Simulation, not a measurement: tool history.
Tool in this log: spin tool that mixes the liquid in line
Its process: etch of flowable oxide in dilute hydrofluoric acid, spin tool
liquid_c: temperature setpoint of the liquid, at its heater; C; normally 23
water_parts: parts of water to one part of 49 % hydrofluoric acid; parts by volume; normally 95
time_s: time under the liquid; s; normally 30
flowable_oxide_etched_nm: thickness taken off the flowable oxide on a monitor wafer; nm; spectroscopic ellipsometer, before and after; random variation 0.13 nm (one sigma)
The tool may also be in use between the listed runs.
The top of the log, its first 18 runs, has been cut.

run,hour,liquid_c,water_parts,time_s,wafers since the last listed run,hours since the thermometer was replaced,hours since the hydrofluoric acid flow meter was replaced,hours since the gauge calibration,"read-back film thickness of the flowable oxide reference wafer, read on the same gauge (nm)",flowable_oxide_etched_nm
# hour 238.4: thermometer replaced
# hour 248.7: hydrofluoric acid flow meter replaced
19,251.7,24.5,115,40,446,13.3,3,96.8,100,19.53
20,261.1,23,95,30,157,22.7,12.4,106.2,100.02,16.97
21,274.8,25.5,95,30,229,36.4,26.1,119.9,99.98,18.93
22,285.4,26,110,30,177,47,36.7,130.5,100.01,16.26
23,302.3,23,95,30,283,63.9,53.6,147.4,100,17.3
24,313.7,21,80,45,191,75.3,65,158.8,100.01,28.39
25,327.7,21,95,30,234,89.3,79,172.8,99.98,15.62
# hour 328.9: hydrofluoric acid flow meter replaced, repeated, since the last time left the tool worse
26,341.4,19.5,95,30,212,103,12.5,186.5,100.03,12.72
27,353,23,95,30,194,114.6,24.1,198.1,100.02,14.83
28,370,25,60,20,285,131.6,41.1,215.1,99.99,17.41
29,378.5,27.5,95,15,142,140.1,49.6,223.6,99.99,8.77
30,394.8,27,115,25,273,156.4,65.9,239.9,100.01,11.55
31,411.9,23,95,40,286,173.5,83,257,99.98,19.63
32,417.9,21.5,95,40,100,179.5,89,263,100.01,18.52
33,433.9,27,95,30,268,195.5,105,279,100.02,17.55

Here are 4 independent what-if runs from the current tool condition. What would each one return?
A,434.3,23,95,20,6,195.9,105.4,279.4,?,?
B,434.3,28,45,40,6,195.9,105.4,279.4,?,?
C,434.3,26,120,40,6,195.9,105.4,279.4,?,?
D,434.3,25.5,50,40,6,195.9,105.4,279.4,?,?

run,"read-back film thickness of the flowable oxide reference wafer, read on the same gauge (nm)",flowable_oxide_etched_nm
A,100,9.84
B,100,54.23
C,100,17
D,100,43.81
What these runs would have given with no unlogged condition in the tool:
run,flowable_oxide_etched_nm
A,9.71
B,53.53
C,16.76
D,43.24

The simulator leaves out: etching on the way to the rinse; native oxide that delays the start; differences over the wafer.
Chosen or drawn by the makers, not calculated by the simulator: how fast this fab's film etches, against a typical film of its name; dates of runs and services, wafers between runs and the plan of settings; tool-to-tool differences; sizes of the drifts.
